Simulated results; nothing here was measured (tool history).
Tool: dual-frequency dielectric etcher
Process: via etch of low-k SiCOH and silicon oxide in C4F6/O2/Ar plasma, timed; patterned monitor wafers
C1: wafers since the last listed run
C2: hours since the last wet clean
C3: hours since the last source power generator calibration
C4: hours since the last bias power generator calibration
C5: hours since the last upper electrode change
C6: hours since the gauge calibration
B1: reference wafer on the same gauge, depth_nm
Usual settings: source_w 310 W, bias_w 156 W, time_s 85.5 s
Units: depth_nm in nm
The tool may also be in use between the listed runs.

Run 1, day 0: usual settings but bias_w 147 W; C1 0; C2 494.2; C3 349.3; C4 2367.8; C5 5141.7; C6 3077.8; B1 203.9. Result: depth_nm 182.6 nm.
Run 2, day 2.142: usual settings but bias_w 172 W; C1 795; C2 545.6; C3 400.7; C4 2419.2; C5 5193.1; C6 3129.2; B1 203.8. Result: depth_nm 191 nm.
Run 3, day 4.917: usual settings but source_w 340 W; C1 1030; C2 612.2; C3 467.3; C4 2485.8; C5 5259.7; C6 3195.8; B1 203.5. Result: depth_nm 193.5 nm.
At day 8.054: wet clean of the chamber.
Run 4, day 8.188: usual settings; C1 843; C2 3.2; C3 545.8; C4 2564.3; C5 5338.2; C6 3274.3; B1 203.9. Result: depth_nm 182.2 nm.
At day 10.625: upper electrode replaced.
Run 5, day 10.646: usual settings; C1 541; C2 62.2; C3 604.8; C4 2623.3; C5 0.5; C6 3333.3; B1 204.1. Result: depth_nm 182.3 nm.
Run 6, day 13.275: usual settings; C1 976; C2 125.3; C3 667.9; C4 2686.4; C5 63.6; C6 3396.4; B1 204.3. Result: depth_nm 182.6 nm.
Run 7, day 17.467: usual settings but source_w 340 W, bias_w 128 W; C1 1556; C2 225.9; C3 768.5; C4 2787; C5 164.2; C6 3497; B1 204.2. Result: depth_nm 183.7 nm.
Run 8, day 20.542: usual settings but source_w 340 W, bias_w 128 W; C1 1141; C2 299.7; C3 842.3; C4 2860.8; C5 238; C6 3570.8; B1 204. Result: depth_nm 182.2 nm.
Run 9, day 23.521: usual settings but source_w 270 W, bias_w 146 W, time_s 69 s; C1 1106; C2 371.2; C3 913.8; C4 2932.3; C5 309.5; C6 3642.3; B1 204.2. Result: depth_nm 137.4 nm.
At day 23.996: bias power generator calibrated.
Run 10, day 26.004: usual settings but bias_w 124 W; C1 860; C2 430.8; C3 973.4; C4 48.2; C5 369.1; C6 3701.9; B1 203.9. Result: depth_nm 173.6 nm.
Run 11, day 28.354: usual settings; C1 872; C2 487.2; C3 1029.8; C4 104.6; C5 425.5; C6 3758.3; B1 204.2. Result: depth_nm 184.9 nm.
At day 30.954: gauge calibrated.
Run 12, day 32.542: usual settings but bias_w 191 W; C1 1554; C2 587.7; C3 1130.3; C4 205.1; C5 526; C6 38.1; B1 203.6. Result: depth_nm 195.6 nm.
Run 13, day 34.917: usual settings; C1 881; C2 644.7; C3 1187.3; C4 262.1; C5 583; C6 95.1; B1 203.9. Result: depth_nm 185.3 nm.
At day 36.679: wet clean of the chamber.
Run 14, day 38.075: usual settings but bias_w 175 W, time_s 108.5 s; C1 801; C2 33.5; C3 1263.1; C4 337.9; C5 658.8; C6 170.9; B1 203.9. Result: depth_nm 238.2 nm.
Run 15, day 41.45: usual settings but time_s 94.5 s; C1 1253; C2 114.5; C3 1344.1; C4 418.9; C5 739.8; C6 251.9; B1 204. Result: depth_nm 201.6 nm.
Run 16, day 43.896: usual settings but source_w 250 W, bias_w 167 W, time_s 70 s; C1 908; C2 173.2; C3 1402.8; C4 477.6; C5 798.5; C6 310.6; B1 204.2. Result: depth_nm 138.3 nm.
Run 17, day 47.246: usual settings but bias_w 185 W; C1 1243; C2 253.6; C3 1483.2; C4 558; C5 878.9; C6 391; B1 204.2. Result: depth_nm 192.5 nm.
Run 18, day 50.621: usual settings but source_w 250 W, bias_w 130 W; C1 1253; C2 334.6; C3 1564.2; C4 639; C5 959.9; C6 472; B1 204.2. Result: depth_nm 160.1 nm.
Run 19, day 54.554: usual settings; C1 1460; C2 429; C3 1658.6; C4 733.4; C5 1054.3; C6 566.4; B1 204.1. Result: depth_nm 184.2 nm.
Run 20, day 58.683: usual settings but bias_w 170 W, time_s 110 s; C1 1533; C2 528.1; C3 1757.7; C4 832.5; C5 1153.4; C6 665.5; B1 203.8. Result: depth_nm 243.9 nm.
Run 21, day 60.521: usual settings but time_s 63.5 s; C1 682; C2 572.2; C3 1801.8; C4 876.6; C5 1197.5; C6 709.6; B1 204.1. Result: depth_nm 137.9 nm.
At day 62.567: source power generator calibrated.
Run 22, day 63.95: usual settings; C1 1211; C2 654.5; C3 33.2; C4 958.9; C5 1279.8; C6 791.9; B1 203.9. Result: depth_nm 187.1 nm.
Run 23, day 66.192: usual settings but source_w 290 W, bias_w 186 W, time_s 110.5 s; C1 832; C2 708.3; C3 87; C4 1012.7; C5 1333.6; C6 845.7; B1 204.2. Result: depth_nm 245.1 nm.
Run 24, day 68.283: usual settings but source_w 380 W, bias_w 127 W; C1 776; C2 758.5; C3 137.2; C4 1062.9; C5 1383.8; C6 895.9; B1 204.4. Result: depth_nm 195.8 nm.
At day 70.467: wet clean of the chamber.
Run 25, day 70.488: usual settings but source_w 250 W; C1 447; C2 0.5; C3 190.1; C4 1115.8; C5 1436.7; C6 948.8; B1 203.9. Result: depth_nm 164 nm.
Run 26, day 71.567: usual settings; C1 400; C2 26.4; C3 216; C4 1141.7; C5 1462.6; C6 974.7; B1 204.1. Result: depth_nm 182.9 nm.
Run 27, day 75.746: usual settings but bias_w 170 W, time_s 108.5 s; C1 1551; C2 126.7; C3 316.3; C4 1242; C5 1562.9; C6 1075; B1 203.7. Result: depth_nm 235.9 nm.
Run 28, day 79.179: usual settings but source_w 250 W, bias_w 186 W, time_s 78.5 s; C1 1274; C2 209.1; C3 398.7; C4 1324.4; C5 1645.3; C6 1157.4; B1 203.9. Result: depth_nm 159.9 nm.
Run 29, day 82.633: usual settings but bias_w 132 W, time_s 106.5 s; C1 1282; C2 292; C3 481.6; C4 1407.3; C5 1728.2; C6 1240.3; B1 203.5. Result: depth_nm 219.5 nm.
Run 30, day 85.633: usual settings but source_w 260 W, time_s 69.5 s; C1 1113; C2 364; C3 553.6; C4 1479.3; C5 1800.2; C6 1312.3; B1 203.4. Result: depth_nm 138.5 nm.

3 ways to go on from here, each from the tool as it stands after run 30. What would each give?
Run A, day 85.65: usual settings; C1 6; C2 364.4; C3 554; C4 1479.7; C5 1800.6; C6 1312.7; B1 ?. Result: depth_nm ?.
Run B, day 85.65: usual settings but time_s 66 s; C1 6; C2 364.4; C3 554; C4 1479.7; C5 1800.6; C6 1312.7; B1 ?. Result: depth_nm ?.
Run C, day 85.65: usual settings but source_w 350 W, bias_w 118 W, time_s 73 s; C1 6; C2 364.4; C3 554; C4 1479.7; C5 1800.6; C6 1312.7; B1 ?. Result: depth_nm ?.

run     B1  depth_nm
  A  204.3     186.5
  B  204.3     143.9
  C  204.3       157
Without the tool's hidden state the same runs would have given:
run  depth_nm
  A     183.6
  B     141.7
  C     154.6
